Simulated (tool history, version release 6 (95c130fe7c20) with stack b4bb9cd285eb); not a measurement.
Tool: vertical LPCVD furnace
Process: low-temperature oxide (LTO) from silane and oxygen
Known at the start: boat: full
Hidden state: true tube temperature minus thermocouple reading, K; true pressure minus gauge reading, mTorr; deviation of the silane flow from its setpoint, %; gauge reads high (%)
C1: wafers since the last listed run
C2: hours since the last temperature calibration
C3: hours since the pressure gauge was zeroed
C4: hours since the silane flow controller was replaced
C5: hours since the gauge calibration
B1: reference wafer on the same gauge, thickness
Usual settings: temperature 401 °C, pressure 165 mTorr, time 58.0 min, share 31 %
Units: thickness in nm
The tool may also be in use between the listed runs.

{"run": 1, "hour": 0.0, "temperature": 401, "pressure": 165, "time": 75.0, "share": 31, "C1": 0, "C2": 2722.0, "C3": 1350.0, "C4": 2504.4, "C5": 2595.1, "B1": 333.18, "thickness": 436.95}
{"run": 2, "hour": 56.9, "temperature": 401, "pressure": 165, "time": 58.0, "share": 31, "C1": 881, "C2": 2778.9, "C3": 1406.9, "C4": 2561.3, "C5": 2652.0, "B1": 332.93, "thickness": 340.08}
{"run": 3, "hour": 305.8, "temperature": 401, "pressure": 165, "time": 58.0, "share": 31, "C1": 3854, "C2": 3027.8, "C3": 1655.8, "C4": 2810.2, "C5": 2900.9, "B1": 332.84, "thickness": 339.95}
{"run": 4, "hour": 389.8, "temperature": 401, "pressure": 165, "time": 58.0, "share": 31, "C1": 1300, "C2": 3111.8, "C3": 1739.8, "C4": 2894.2, "C5": 2984.9, "B1": 332.89, "thickness": 337.17}
{"hour": 464.7, "done": "gauge calibrated"}
{"run": 5, "hour": 530.8, "temperature": 401, "pressure": 165, "time": 58.0, "share": 31, "C1": 2183, "C2": 3252.8, "C3": 1880.8, "C4": 3035.2, "C5": 66.1, "B1": 332.95, "thickness": 340.76}
{"run": 6, "hour": 617.2, "temperature": 401, "pressure": 165, "time": 58.0, "share": 31, "C1": 1338, "C2": 3339.2, "C3": 1967.2, "C4": 3121.6, "C5": 152.5, "B1": 332.88, "thickness": 343.85}
{"run": 7, "hour": 717.8, "temperature": 401, "pressure": 165, "time": 58.0, "share": 31, "C1": 1558, "C2": 3439.8, "C3": 2067.8, "C4": 3222.2, "C5": 253.1, "B1": 332.76, "thickness": 340.32}
{"run": 8, "hour": 813.5, "temperature": 401, "pressure": 190, "time": 58.0, "share": 31, "C1": 1482, "C2": 3535.5, "C3": 2163.5, "C4": 3317.9, "C5": 348.8, "B1": 332.97, "thickness": 392.53}
{"run": 9, "hour": 899.6, "temperature": 401, "pressure": 165, "time": 58.0, "share": 31, "C1": 1333, "C2": 3621.6, "C3": 2249.6, "C4": 3404.0, "C5": 434.9, "B1": 333.12, "thickness": 344.06}
{"run": 10, "hour": 940.1, "temperature": 401, "pressure": 165, "time": 58.0, "share": 31, "C1": 627, "C2": 3662.1, "C3": 2290.1, "C4": 3444.5, "C5": 475.4, "B1": 332.91, "thickness": 345.72}
{"run": 11, "hour": 1046.7, "temperature": 401, "pressure": 190, "time": 58.0, "share": 31, "C1": 1650, "C2": 3768.7, "C3": 2396.7, "C4": 3551.1, "C5": 582.0, "B1": 333.12, "thickness": 394.53}
{"hour": 1098.2, "done": "pressure gauge zeroed"}
{"run": 12, "hour": 1098.7, "temperature": 401, "pressure": 185, "time": 58.0, "share": 31, "C1": 433, "C2": 3820.7, "C3": 0.5, "C4": 3603.1, "C5": 634.0, "B1": 333.12, "thickness": 369.83}
{"hour": 1142.1, "done": "silane flow controller replaced"}
{"run": 13, "hour": 1142.6, "temperature": 401, "pressure": 150, "time": 58.0, "share": 35, "C1": 308, "C2": 3864.6, "C3": 44.4, "C4": 0.5, "C5": 677.9, "B1": 333.06, "thickness": 356.21}
{"run": 14, "hour": 1226.2, "temperature": 401, "pressure": 205, "time": 39.0, "share": 27, "C1": 1294, "C2": 3948.2, "C3": 128.0, "C4": 84.1, "C5": 761.5, "B1": 333.07, "thickness": 225.54}
{"run": 15, "hour": 1307.8, "temperature": 401, "pressure": 140, "time": 75.0, "share": 26, "C1": 1263, "C2": 4029.8, "C3": 209.6, "C4": 165.7, "C5": 843.1, "B1": 332.91, "thickness": 285.47}
{"run": 16, "hour": 1388.7, "temperature": 395, "pressure": 165, "time": 58.0, "share": 31, "C1": 1252, "C2": 4110.7, "C3": 290.5, "C4": 246.6, "C5": 924.0, "B1": 332.83, "thickness": 311.74}
{"run": 17, "hour": 1475.3, "temperature": 401, "pressure": 145, "time": 58.0, "share": 33, "C1": 1341, "C2": 4197.3, "C3": 377.1, "C4": 333.2, "C5": 1010.6, "B1": 332.94, "thickness": 326.68}
{"run": 18, "hour": 1523.7, "temperature": 401, "pressure": 165, "time": 51.0, "share": 31, "C1": 749, "C2": 4245.7, "C3": 425.5, "C4": 381.6, "C5": 1059.0, "B1": 333.0, "thickness": 297.62}
{"run": 19, "hour": 1620.0, "temperature": 401, "pressure": 185, "time": 48.0, "share": 31, "C1": 1491, "C2": 4342.0, "C3": 521.8, "C4": 477.9, "C5": 1155.3, "B1": 333.24, "thickness": 315.67}
{"run": 20, "hour": 1664.7, "temperature": 401, "pressure": 165, "time": 66.5, "share": 26, "C1": 692, "C2": 4386.7, "C3": 566.5, "C4": 522.6, "C5": 1200.0, "B1": 332.6, "thickness": 303.6}
{"hour": 1700.4, "done": "thermocouples replaced and temperature profile calibrated"}
{"run": 21, "hour": 1890.1, "temperature": 401, "pressure": 165, "time": 58.0, "share": 31, "C1": 3119, "C2": 189.7, "C3": 791.9, "C4": 748.0, "C5": 1425.4, "B1": 332.85, "thickness": 332.09}
{"run": 22, "hour": 2175.5, "temperature": 401, "pressure": 165, "time": 58.0, "share": 31, "C1": 4420, "C2": 475.1, "C3": 1077.3, "C4": 1033.4, "C5": 1710.8, "B1": 332.92, "thickness": 329.66}
{"run": 23, "hour": 2214.3, "temperature": 401, "pressure": 140, "time": 58.0, "share": 37, "C1": 600, "C2": 513.9, "C3": 1116.1, "C4": 1072.2, "C5": 1749.6, "B1": 333.09, "thickness": 361.96}
{"run": 24, "hour": 2256.9, "temperature": 394, "pressure": 180, "time": 58.0, "share": 31, "C1": 659, "C2": 556.5, "C3": 1158.7, "C4": 1114.8, "C5": 1792.2, "B1": 332.96, "thickness": 330.79}
{"run": 25, "hour": 2344.6, "temperature": 391, "pressure": 155, "time": 58.0, "share": 31, "C1": 1358, "C2": 644.2, "C3": 1246.4, "C4": 1202.5, "C5": 1879.9, "B1": 332.9, "thickness": 276.57}
{"run": 26, "hour": 2405.1, "temperature": 401, "pressure": 140, "time": 39.0, "share": 35, "C1": 936, "C2": 704.7, "C3": 1306.9, "C4": 1263.0, "C5": 1940.4, "B1": 332.92, "thickness": 226.16}
{"run": 27, "hour": 2489.8, "temperature": 401, "pressure": 190, "time": 58.0, "share": 27, "C1": 1311, "C2": 789.4, "C3": 1391.6, "C4": 1347.7, "C5": 2025.1, "B1": 332.99, "thickness": 310.66}
{"run": 28, "hour": 2591.3, "temperature": 397, "pressure": 130, "time": 46.5, "share": 31, "C1": 1571, "C2": 890.9, "C3": 1493.1, "C4": 1449.2, "C5": 2126.6, "B1": 333.31, "thickness": 203.15}
{"run": 29, "hour": 2660.1, "temperature": 411, "pressure": 165, "time": 58.0, "share": 31, "C1": 1065, "C2": 959.7, "C3": 1561.9, "C4": 1518.0, "C5": 2195.4, "B1": 332.86, "thickness": 373.64}
{"run": 30, "hour": 2741.5, "temperature": 401, "pressure": 165, "time": 47.0, "share": 31, "C1": 1260, "C2": 1041.1, "C3": 1643.3, "C4": 1599.4, "C5": 2276.8, "B1": 332.81, "thickness": 270.13}

Forecast each of these 5 alternatives for the next run:
{"run": "A", "hour": 2746.2, "temperature": 401, "pressure": 165, "time": 58.0, "share": 29, "C1": 72, "C2": 1045.8, "C3": 1648.0, "C4": 1604.1, "C5": 2281.5, "B1": "?", "thickness": "?"}
{"run": "B", "hour": 2746.2, "temperature": 412, "pressure": 190, "time": 58.0, "share": 29, "C1": 72, "C2": 1045.8, "C3": 1648.0, "C4": 1604.1, "C5": 2281.5, "B1": "?", "thickness": "?"}
{"run": "C", "hour": 2746.2, "temperature": 401, "pressure": 165, "time": 58.0, "share": 26, "C1": 72, "C2": 1045.8, "C3": 1648.0, "C4": 1604.1, "C5": 2281.5, "B1": "?", "thickness": "?"}
{"run": "D", "hour": 2746.2, "temperature": 394, "pressure": 165, "time": 58.0, "share": 26, "C1": 72, "C2": 1045.8, "C3": 1648.0, "C4": 1604.1, "C5": 2281.5, "B1": "?", "thickness": "?"}
{"run": "E", "hour": 2746.2, "temperature": 401, "pressure": 135, "time": 76.5, "share": 26, "C1": 72, "C2": 1045.8, "C3": 1648.0, "C4": 1604.1, "C5": 2281.5, "B1": "?", "thickness": "?"}

run=A B1=332.73 thickness=303.27
run=B B1=332.73 thickness=394.60
run=C B1=332.73 thickness=257.00
run=D B1=332.73 thickness=235.75
run=E B1=332.73 thickness=280.18
Without the tool's hidden state the same runs would have given:
run=A thickness=285.97
run=B thickness=374.54
run=C thickness=242.28
run=D thickness=222.18
run=E thickness=261.46
